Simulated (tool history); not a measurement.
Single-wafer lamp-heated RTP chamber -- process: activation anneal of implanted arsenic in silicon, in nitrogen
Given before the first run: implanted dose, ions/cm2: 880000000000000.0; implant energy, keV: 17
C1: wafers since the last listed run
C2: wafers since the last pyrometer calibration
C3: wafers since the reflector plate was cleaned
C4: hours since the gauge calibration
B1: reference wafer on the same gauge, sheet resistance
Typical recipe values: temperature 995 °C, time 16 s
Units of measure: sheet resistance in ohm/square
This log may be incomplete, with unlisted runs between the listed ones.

Run 1, hour 0: usual settings; C1 0; C2 1556; C3 2687; C4 154.4; B1 133.97. Result: sheet resistance 152.62 ohm/square.
Run 2, hour 32.6: usual settings but temperature 1016 °C; C1 484; C2 2041; C3 3172; C4 187; B1 134.04. Result: sheet resistance 145.94 ohm/square.
Run 3, hour 48.8: usual settings but temperature 1016 °C; C1 240; C2 2282; C3 3413; C4 203.2; B1 133.92. Result: sheet resistance 145.18 ohm/square.
Run 4, hour 96.5: usual settings but temperature 1016 °C; C1 709; C2 2991; C3 4122; C4 250.9; B1 134. Result: sheet resistance 146.11 ohm/square.
Run 5, hour 109.9: usual settings; C1 199; C2 3190; C3 4321; C4 264.3; B1 133.94. Result: sheet resistance 152.84 ohm/square.
Run 6, hour 133.4: usual settings; C1 349; C2 3539; C3 4670; C4 287.8; B1 134.06. Result: sheet resistance 152.64 ohm/square.
Run 7, hour 160.9: usual settings; C1 408; C2 3948; C3 5079; C4 315.3; B1 134. Result: sheet resistance 152.73 ohm/square.
Run 8, hour 174.2: usual settings but temperature 1008 °C; C1 197; C2 4146; C3 5277; C4 328.6; B1 134.01. Result: sheet resistance 147.52 ohm/square.
Run 9, hour 189.2: usual settings but temperature 1008 °C; C1 222; C2 4369; C3 5500; C4 343.6; B1 134.01. Result: sheet resistance 147.94 ohm/square.
Run 10, hour 222.6: usual settings but time 24 s; C1 496; C2 4865; C3 5996; C4 377; B1 134. Result: sheet resistance 146.84 ohm/square.
Run 11, hour 236.1: usual settings but time 24 s; C1 200; C2 5066; C3 6197; C4 390.5; B1 134.1. Result: sheet resistance 146.25 ohm/square.
Run 12, hour 266.8: usual settings but time 24 s; C1 456; C2 5522; C3 6654; C4 421.2; B1 133.97. Result: sheet resistance 145.61 ohm/square.
At hour 299: reflector plate cleaned.
Run 13, hour 299.5: usual settings but temperature 984 °C; C1 367; C2 5890; C3 7; C4 453.9; B1 134.04. Result: sheet resistance 154.5 ohm/square.
Run 14, hour 310.5: usual settings but time 9 s; C1 163; C2 6053; C3 171; C4 464.9; B1 134.01. Result: sheet resistance 156.92 ohm/square.
At hour 318.8: pyrometer window cleaned and pyrometer calibrated.
Run 15, hour 324.3: usual settings; C1 86; C2 81; C3 257; C4 478.7; B1 134.08. Result: sheet resistance 154.56 ohm/square.
Run 16, hour 338.7: usual settings; C1 214; C2 295; C3 471; C4 493.1; B1 134.03. Result: sheet resistance 154.02 ohm/square.
Run 17, hour 367.7: usual settings; C1 431; C2 726; C3 902; C4 522.1; B1 133.94. Result: sheet resistance 154.37 ohm/square.
Run 18, hour 393.5: usual settings but temperature 987 °C, time 22 s; C1 383; C2 1110; C3 1286; C4 547.9; B1 133.98. Result: sheet resistance 152.82 ohm/square.
Run 19, hour 421.5: usual settings but temperature 1005 °C; C1 416; C2 1526; C3 1702; C4 575.9; B1 133.94. Result: sheet resistance 150.65 ohm/square.
Run 20, hour 436.1: usual settings but temperature 965 °C, time 9 s; C1 217; C2 1743; C3 1919; C4 590.5; B1 134.05. Result: sheet resistance 170.28 ohm/square.
Run 21, hour 463.6: usual settings but temperature 1021 °C; C1 408; C2 2152; C3 2328; C4 618; B1 133.97. Result: sheet resistance 144.36 ohm/square.
At hour 468.8: gauge calibrated.
Run 22, hour 495.3: usual settings but temperature 1012 °C, time 22 s; C1 471; C2 2623; C3 2799; C4 26.5; B1 133.97. Result: sheet resistance 143.73 ohm/square.
Run 23, hour 514.4: usual settings but temperature 1023 °C, time 22 s; C1 283; C2 2907; C3 3083; C4 45.6; B1 133.99. Result: sheet resistance 139.55 ohm/square.
Run 24, hour 532.7: usual settings; C1 272; C2 3179; C3 3355; C4 63.9; B1 134. Result: sheet resistance 153.72 ohm/square.
Run 25, hour 555.4: usual settings but temperature 973 °C, time 26 s; C1 337; C2 3517; C3 3692; C4 86.6; B1 134. Result: sheet resistance 155.45 ohm/square.
Run 26, hour 574.9: usual settings; C1 289; C2 3806; C3 3982; C4 106.1; B1 133.96. Result: sheet resistance 152.37 ohm/square.
Run 27, hour 591.5: usual settings; C1 246; C2 4053; C3 4229; C4 122.7; B1 134.03. Result: sheet resistance 153.12 ohm/square.
Run 28, hour 620.3: usual settings; C1 428; C2 4481; C3 4657; C4 151.5; B1 134.05. Result: sheet resistance 152.39 ohm/square.
Run 29, hour 662.1: usual settings but temperature 1015 °C; C1 621; C2 5103; C3 5279; C4 193.3; B1 134.02. Result: sheet resistance 144.86 ohm/square.
Run 30, hour 675.7: usual settings but temperature 1009 °C, time 20 s; C1 202; C2 5305; C3 5481; C4 206.9; B1 134.04. Result: sheet resistance 144.22 ohm/square.
Run 31, hour 700.4: usual settings but temperature 979 °C, time 25 s; C1 367; C2 5672; C3 5848; C4 231.6; B1 133.95. Result: sheet resistance 151.75 ohm/square.
At hour 717.2: pyrometer window cleaned and pyrometer calibrated.
At hour 806.2: reflector plate cleaned.
Run 32, hour 806.7: usual settings; C1 1342; C2 1211; C3 7; C4 337.9; B1 134. Result: sheet resistance 153.35 ohm/square.
Run 33, hour 820.6: usual settings but temperature 1014 °C, time 12 s; C1 206; C2 1418; C3 213; C4 351.8; B1 134.04. Result: sheet resistance 150.79 ohm/square.
Run 34, hour 842.6: usual settings; C1 327; C2 1745; C3 540; C4 373.8; B1 134. Result: sheet resistance 152.7 ohm/square.
Run 35, hour 875.8: usual settings but temperature 1024 °C, time 13 s; C1 493; C2 2238; C3 1034; C4 407; B1 133.9. Result: sheet resistance 145.79 ohm/square.

The same runs without the tool's hidden state, with the same run-to-run variation:
Hidden state at play: true wafer temperature minus pyrometer reading, K; wafer temperature error from the tarnished reflector plate, K; gauge reads high (%).
run  sheet resistance
  1             153.3
  2             146.7
  3            146.02
  4            147.27
  5            154.25
  6            154.26
  7            154.65
  8            149.47
  9            150.06
 10             149.6
 11            149.19
 12               149
 13            158.34
 14            160.57
 15             154.6
 16            154.06
 17            154.46
 18            152.98
 19             150.9
 20            170.57
 21            144.77
 22            144.36
 23            140.22
 24            154.71
 25            156.73
 26            153.75
 27             154.7
 28             154.3
 29            147.07
 30            146.73
 31            155.01
 32            154.15
 33            151.57
 34            153.66
 35            146.77
